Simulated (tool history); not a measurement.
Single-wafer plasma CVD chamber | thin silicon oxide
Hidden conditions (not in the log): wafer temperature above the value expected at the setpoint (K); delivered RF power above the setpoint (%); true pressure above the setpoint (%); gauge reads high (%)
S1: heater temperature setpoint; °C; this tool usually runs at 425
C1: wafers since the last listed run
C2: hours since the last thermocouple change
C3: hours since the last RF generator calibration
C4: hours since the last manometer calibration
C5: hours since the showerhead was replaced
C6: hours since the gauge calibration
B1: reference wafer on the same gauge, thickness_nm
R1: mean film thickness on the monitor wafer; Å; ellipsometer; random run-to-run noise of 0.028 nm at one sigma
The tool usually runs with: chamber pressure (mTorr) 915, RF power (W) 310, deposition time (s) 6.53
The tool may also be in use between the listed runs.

Run 1, hour 0: usual settings but S1 421 °C, RF power (W) 260; C1 0; C2 843.5; C3 2251.9; C4 2061.8; C5 3596.3; C6 194.7; B1 15.793. Result: R1 132.82 Å.
Run 2, hour 10.6: usual settings but S1 436 °C; C1 184; C2 854.1; C3 2262.5; C4 2072.4; C5 3606.9; C6 205.3; B1 15.805. Result: R1 136.73 Å.
Run 3, hour 60.6: usual settings but chamber pressure (mTorr) 1064; C1 870; C2 904.1; C3 2312.5; C4 2122.4; C5 3656.9; C6 255.3; B1 15.801. Result: R1 156.25 Å.
Run 4, hour 73.9: usual settings but S1 419 °C; C1 231; C2 917.4; C3 2325.8; C4 2135.7; C5 3670.2; C6 268.6; B1 15.807. Result: R1 138.46 Å.
Run 5, hour 108.4: usual settings but S1 419 °C; C1 600; C2 951.9; C3 2360.3; C4 2170.2; C5 3704.7; C6 303.1; B1 15.804. Result: R1 138.76 Å.
At hour 128.4: capacitance manometer re-zeroed and calibrated.
At hour 130: RF generator calibrated.
Run 6, hour 130.5: usual settings; C1 217; C2 974; C3 0.5; C4 2.1; C5 3726.8; C6 325.2; B1 15.799. Result: R1 138.26 Å.
At hour 131.4: gauge calibrated.
Run 7, hour 172.9: usual settings; C1 737; C2 1016.4; C3 42.9; C4 44.5; C5 3769.2; C6 41.5; B1 15.804. Result: R1 137.79 Å.
Run 8, hour 179.5: usual settings but S1 413 °C; C1 114; C2 1023; C3 49.5; C4 51.1; C5 3775.8; C6 48.1; B1 15.8. Result: R1 138.98 Å.
Run 9, hour 191.9: usual settings; C1 215; C2 1035.4; C3 61.9; C4 63.5; C5 3788.2; C6 60.5; B1 15.795. Result: R1 137.39 Å.
At hour 213.3: showerhead replaced.
Run 10, hour 213.8: usual settings; C1 241; C2 1057.3; C3 83.8; C4 85.4; C5 0.5; C6 82.4; B1 15.795. Result: R1 137.86 Å.
Run 11, hour 216.1: usual settings but S1 433 °C, chamber pressure (mTorr) 1058, deposition time (s) 5.5; C1 40; C2 1059.6; C3 86.1; C4 87.7; C5 2.8; C6 84.7; B1 15.794. Result: R1 130.57 Å.
Run 12, hour 226.3: usual settings; C1 177; C2 1069.8; C3 96.3; C4 97.9; C5 13; C6 94.9; B1 15.802. Result: R1 137.55 Å.
At hour 248.4: thermocouple changed; heater temperature recalibrated.
Run 13, hour 248.9: usual settings but S1 417 °C, deposition time (s) 5.37; C1 254; C2 0.5; C3 118.9; C4 120.5; C5 35.6; C6 117.5; B1 15.804. Result: R1 114.42 Å.
Run 14, hour 258.8: usual settings but chamber pressure (mTorr) 767, deposition time (s) 6.05; C1 172; C2 10.4; C3 128.8; C4 130.4; C5 45.5; C6 127.4; B1 15.794. Result: R1 106.35 Å.
Run 15, hour 272.7: usual settings; C1 241; C2 24.3; C3 142.7; C4 144.3; C5 59.4; C6 141.3; B1 15.8. Result: R1 137.82 Å.
Run 16, hour 283.3: usual settings but chamber pressure (mTorr) 1003; C1 184; C2 34.9; C3 153.3; C4 154.9; C5 70; C6 151.9; B1 15.799. Result: R1 149.62 Å.
Run 17, hour 293.4: usual settings; C1 175; C2 45; C3 163.4; C4 165; C5 80.1; C6 162; B1 15.8. Result: R1 138.03 Å.
Run 18, hour 306.2: usual settings but RF power (W) 265, deposition time (s) 6.1; C1 222; C2 57.8; C3 176.2; C4 177.8; C5 92.9; C6 174.8; B1 15.801. Result: R1 124.59 Å.
Run 19, hour 318.2: usual settings but S1 433 °C, chamber pressure (mTorr) 1058, deposition time (s) 5.5; C1 208; C2 69.8; C3 188.2; C4 189.8; C5 104.9; C6 186.8; B1 15.801. Result: R1 130.59 Å.
Run 20, hour 332.6: usual settings but chamber pressure (mTorr) 976, RF power (W) 270, deposition time (s) 7.1; C1 250; C2 84.2; C3 202.6; C4 204.2; C5 119.3; C6 201.2; B1 15.8. Result: R1 154.81 Å.
Run 21, hour 349.3: usual settings but S1 413 °C; C1 290; C2 100.9; C3 219.3; C4 220.9; C5 136; C6 217.9; B1 15.794. Result: R1 139.26 Å.
Run 22, hour 359.7: usual settings but chamber pressure (mTorr) 812, RF power (W) 340; C1 181; C2 111.3; C3 229.7; C4 231.3; C5 146.4; C6 228.3; B1 15.803. Result: R1 125.18 Å.
Run 23, hour 365.7: usual settings; C1 104; C2 117.3; C3 235.7; C4 237.3; C5 152.4; C6 234.3; B1 15.805. Result: R1 137.78 Å.
Run 24, hour 378.2: usual settings but RF power (W) 270, deposition time (s) 7.5; C1 217; C2 129.8; C3 248.2; C4 249.8; C5 164.9; C6 246.8; B1 15.792. Result: R1 153.65 Å.
Run 25, hour 391.5: usual settings but S1 432 °C, chamber pressure (mTorr) 805, RF power (W) 365, deposition time (s) 5.31; C1 231; C2 143.1; C3 261.5; C4 263.1; C5 178.2; C6 260.1; B1 15.795. Result: R1 101.94 Å.
Run 26, hour 405.2: usual settings but chamber pressure (mTorr) 1139; C1 238; C2 156.8; C3 275.2; C4 276.8; C5 191.9; C6 273.8; B1 15.792. Result: R1 164.71 Å.
Run 27, hour 413: usual settings but RF power (W) 255; C1 135; C2 164.6; C3 283; C4 284.6; C5 199.7; C6 281.6; B1 15.798. Result: R1 132.49 Å.
Run 28, hour 428.2: usual settings but S1 434 °C, chamber pressure (mTorr) 1139, RF power (W) 355, deposition time (s) 7.22; C1 264; C2 179.8; C3 298.2; C4 299.8; C5 214.9; C6 296.8; B1 15.791. Result: R1 186.01 Å.
Run 29, hour 439.9: usual settings but S1 438 °C, RF power (W) 295; C1 203; C2 191.5; C3 309.9; C4 311.5; C5 226.6; C6 308.5; B1 15.8. Result: R1 134.64 Å.

Alternative continuations, all from the tool just after run 29; predict every row:
Run A, hour 440.3: usual settings; C1 6; C2 191.9; C3 310.3; C4 311.9; C5 227; C6 308.9; B1 ?. Result: R1 ?.
Run B, hour 440.3: usual settings but deposition time (s) 7.19; C1 6; C2 191.9; C3 310.3; C4 311.9; C5 227; C6 308.9; B1 ?. Result: R1 ?.
Run C, hour 440.3: usual settings but RF power (W) 275, deposition time (s) 6.15; C1 6; C2 191.9; C3 310.3; C4 311.9; C5 227; C6 308.9; B1 ?. Result: R1 ?.
Run D, hour 440.3: usual settings but S1 414 °C, chamber pressure (mTorr) 746, RF power (W) 275, deposition time (s) 7.74; C1 6; C2 191.9; C3 310.3; C4 311.9; C5 227; C6 308.9; B1 ?. Result: R1 ?.

run      B1      R1
  A  15.809  138.22
  B  15.809  152.16
  C  15.809  126.76
  D  15.809  129.18
Take away the tool's hidden state, keep each run's random variation, and the runs would have read:
run      R1
  A  138.22
  B  152.16
  C  126.76
  D  129.18
